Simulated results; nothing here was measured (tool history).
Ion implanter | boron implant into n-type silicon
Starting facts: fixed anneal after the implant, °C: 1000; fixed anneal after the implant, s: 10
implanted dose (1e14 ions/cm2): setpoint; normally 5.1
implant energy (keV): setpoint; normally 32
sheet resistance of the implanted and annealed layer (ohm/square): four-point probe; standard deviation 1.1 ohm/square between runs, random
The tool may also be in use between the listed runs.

| run | hour | implanted dose (1e14 ions/cm2) | implant energy (keV) | read-back reference wafer on the same gauge, sheet resistance | sheet resistance of the implanted and annealed layer (ohm/square) |
|---|---|---|---|---|---|
| 1 | 0 | 5.1 | 40 | 158.88 | 198.49 |
| 2 | 14 | 5.1 | 32 | 159.04 | 199.7 |
| 3 | 46.7 | 5.1 | 32 | 158.98 | 201.57 |
| 4 | 80.4 | 5.1 | 32 | 159.06 | 202.48 |
| 5 | 104.7 | 5.1 | 32 | 159.14 | 200.56 |
| 6 | 129.3 | 5.1 | 32 | 158.98 | 202.63 |
| 7 | 142.2 | 5.1 | 32 | 158.81 | 201.75 |
| 8 | 165.2 | 5.1 | 32 | 158.88 | 204.01 |
| 9 | 200.2 | 5.1 | 32 | 158.9 | 203.87 |
| 10 | 214.2 | 6.16 | 32 | 159.13 | 174.83 |
| 11 | 245.6 | 6.16 | 32 | 158.9 | 173.75 |
| 12 | 262.2 | 5.1 | 32 | 158.85 | 202.92 |
| 13 | 294.1 | 5.1 | 37.5 | 159.02 | 199.94 |
| 14 | 309.5 | 5.1 | 37.5 | 158.92 | 201.16 |
|  | 350.2 | extraction supply calibrated |
| 15 | 393.1 | 5.1 | 25.5 | 159.19 | 208.42 |
| 16 | 413.4 | 5.1 | 32 | 158.88 | 204.7 |
| 17 | 445 | 6 | 37.5 | 158.92 | 178.41 |
| 18 | 475.2 | 3.8 | 23.5 | 159.03 | 264.73 |
| 19 | 509.4 | 5.49 | 32 | 158.96 | 192.64 |
| 20 | 533.1 | 5.66 | 43 | 158.9 | 183.66 |
| 21 | 559.6 | 6.02 | 22 | 158.71 | 184.36 |
| 22 | 586.1 | 3.7 | 42 | 158.73 | 256.58 |
| 23 | 605 | 5.1 | 32 | 159.05 | 205.17 |
| 24 | 628.6 | 5.1 | 40 | 159 | 201.4 |
| 25 | 655.6 | 5.1 | 27.5 | 158.85 | 209.55 |
| 26 | 685 | 6.15 | 32 | 158.81 | 177.09 |
|  | 707.1 | Faraday cup replaced and dose calibrated |
| 27 | 707.6 | 4.19 | 32 | 158.79 | 231.64 |
| 28 | 729.3 | 5.1 | 27 | 158.74 | 201.11 |
| 29 | 743.7 | 5.1 | 40.5 | 158.66 | 192.33 |
| 30 | 773.2 | 5.54 | 26.5 | 159.01 | 186.41 |
|  | 774.7 | gauge calibrated |
| 31 | 799.3 | 6.42 | 35.5 | 158.92 | 161.15 |
| 32 | 824.5 | 6.39 | 23 | 159.03 | 168.24 |
| 33 | 889.7 | 4.27 | 40 | 158.94 | 223.12 |
| 34 | 914.7 | 5.1 | 29 | 158.97 | 198.88 |
| 35 | 950.3 | 5.94 | 25 | 158.76 | 178.14 |
| 36 | 964.6 | 5.1 | 32 | 159.23 | 198.17 |
| 37 | 992.8 | 4.49 | 25 | 158.92 | 225.06 |
| 38 | 1024 | 5.1 | 37.5 | 158.98 | 194.61 |

Each row is a separate what-if for the run after 38, all from the same tool condition, not one after another. Results?
| A | 1024.4 | 6.41 | 32 | ? | ? |
| B | 1024.4 | 4.57 | 24 | ? | ? |
| C | 1024.4 | 6.42 | 42 | ? | ? |

| run | read-back reference wafer on the same gauge, sheet resistance | sheet resistance of the implanted and annealed layer (ohm/square) |
|---|---|---|
| A | 158.86 | 164.23 |
| B | 158.86 | 221.82 |
| C | 158.86 | 160.9 |
Stripped of hidden state, with their random variation kept, the same runs would have yielded:
| run | sheet resistance of the implanted and annealed layer (ohm/square) |
|---|---|
| A | 164.7 |
| B | 222.43 |
| C | 161.35 |

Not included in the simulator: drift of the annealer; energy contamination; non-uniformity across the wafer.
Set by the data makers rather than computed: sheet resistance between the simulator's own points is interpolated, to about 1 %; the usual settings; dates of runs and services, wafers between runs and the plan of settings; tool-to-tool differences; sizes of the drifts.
